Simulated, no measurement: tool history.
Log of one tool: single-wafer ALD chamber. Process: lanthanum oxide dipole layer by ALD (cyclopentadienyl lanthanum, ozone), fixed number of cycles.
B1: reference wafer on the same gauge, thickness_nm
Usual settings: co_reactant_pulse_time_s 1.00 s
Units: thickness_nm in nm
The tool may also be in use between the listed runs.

run 1 hour=0.0 | co_reactant_pulse_time_s=1.20 | B1=0.544 | thickness_nm=0.468
run 2 hour=13.1 | co_reactant_pulse_time_s=1.09 | B1=0.543 | thickness_nm=0.443
run 3 hour=43.3 | co_reactant_pulse_time_s=1.09 | B1=0.542 | thickness_nm=0.445
-- hour=63.5 gauge calibrated
run 4 hour=69.9 | co_reactant_pulse_time_s=0.73 | B1=0.544 | thickness_nm=0.356
run 5 hour=92.5 | co_reactant_pulse_time_s=0.73 | B1=0.543 | thickness_nm=0.356
run 6 hour=123.5 | co_reactant_pulse_time_s=1.17 | B1=0.543 | thickness_nm=0.453
run 7 hour=135.8 | co_reactant_pulse_time_s=1.00 | B1=0.543 | thickness_nm=0.427
run 8 hour=158.5 | co_reactant_pulse_time_s=1.00 | B1=0.543 | thickness_nm=0.421
-- hour=183.9 showerhead replaced
run 9 hour=184.4 | co_reactant_pulse_time_s=1.00 | B1=0.544 | thickness_nm=0.418
-- hour=213.6 ozone generator serviced
run 10 hour=214.1 | co_reactant_pulse_time_s=1.00 | B1=0.543 | thickness_nm=0.466
run 11 hour=223.0 | co_reactant_pulse_time_s=1.00 | B1=0.543 | thickness_nm=0.469
run 12 hour=240.4 | co_reactant_pulse_time_s=1.00 | B1=0.542 | thickness_nm=0.466
run 13 hour=253.5 | co_reactant_pulse_time_s=1.13 | B1=0.543 | thickness_nm=0.483
run 14 hour=281.7 | co_reactant_pulse_time_s=1.27 | B1=0.542 | thickness_nm=0.502
-- hour=308.2 thermocouple changed; heater temperature recalibrated
run 15 hour=309.7 | co_reactant_pulse_time_s=0.66 | B1=0.543 | thickness_nm=0.377
run 16 hour=340.2 | co_reactant_pulse_time_s=1.25 | B1=0.543 | thickness_nm=0.500
run 17 hour=359.3 | co_reactant_pulse_time_s=0.60 | B1=0.542 | thickness_nm=0.355
-- hour=363.3 gauge calibrated
run 18 hour=379.3 | co_reactant_pulse_time_s=0.74 | B1=0.543 | thickness_nm=0.404
run 19 hour=413.5 | co_reactant_pulse_time_s=1.21 | B1=0.543 | thickness_nm=0.495
run 20 hour=442.7 | co_reactant_pulse_time_s=1.00 | B1=0.543 | thickness_nm=0.463
run 21 hour=456.7 | co_reactant_pulse_time_s=1.00 | B1=0.543 | thickness_nm=0.462
run 22 hour=488.2 | co_reactant_pulse_time_s=1.35 | B1=0.543 | thickness_nm=0.508
run 23 hour=505.2 | co_reactant_pulse_time_s=1.22 | B1=0.542 | thickness_nm=0.494
run 24 hour=520.2 | co_reactant_pulse_time_s=0.77 | B1=0.542 | thickness_nm=0.410

Forecast each of these 4 alternatives for the next run:
run A hour=520.6 | co_reactant_pulse_time_s=0.62 | B1=? | thickness_nm=?
run B hour=520.6 | co_reactant_pulse_time_s=1.38 | B1=? | thickness_nm=?
run C hour=520.6 | co_reactant_pulse_time_s=0.63 | B1=? | thickness_nm=?
run D hour=520.6 | co_reactant_pulse_time_s=0.75 | B1=? | thickness_nm=?

run=A B1=0.543 thickness_nm=0.360
run=B B1=0.543 thickness_nm=0.508
run=C B1=0.543 thickness_nm=0.364
run=D B1=0.543 thickness_nm=0.405
Without the tool's hidden state the same runs would have given:
run=A thickness_nm=0.369
run=B thickness_nm=0.512
run=C thickness_nm=0.372
run=D thickness_nm=0.413

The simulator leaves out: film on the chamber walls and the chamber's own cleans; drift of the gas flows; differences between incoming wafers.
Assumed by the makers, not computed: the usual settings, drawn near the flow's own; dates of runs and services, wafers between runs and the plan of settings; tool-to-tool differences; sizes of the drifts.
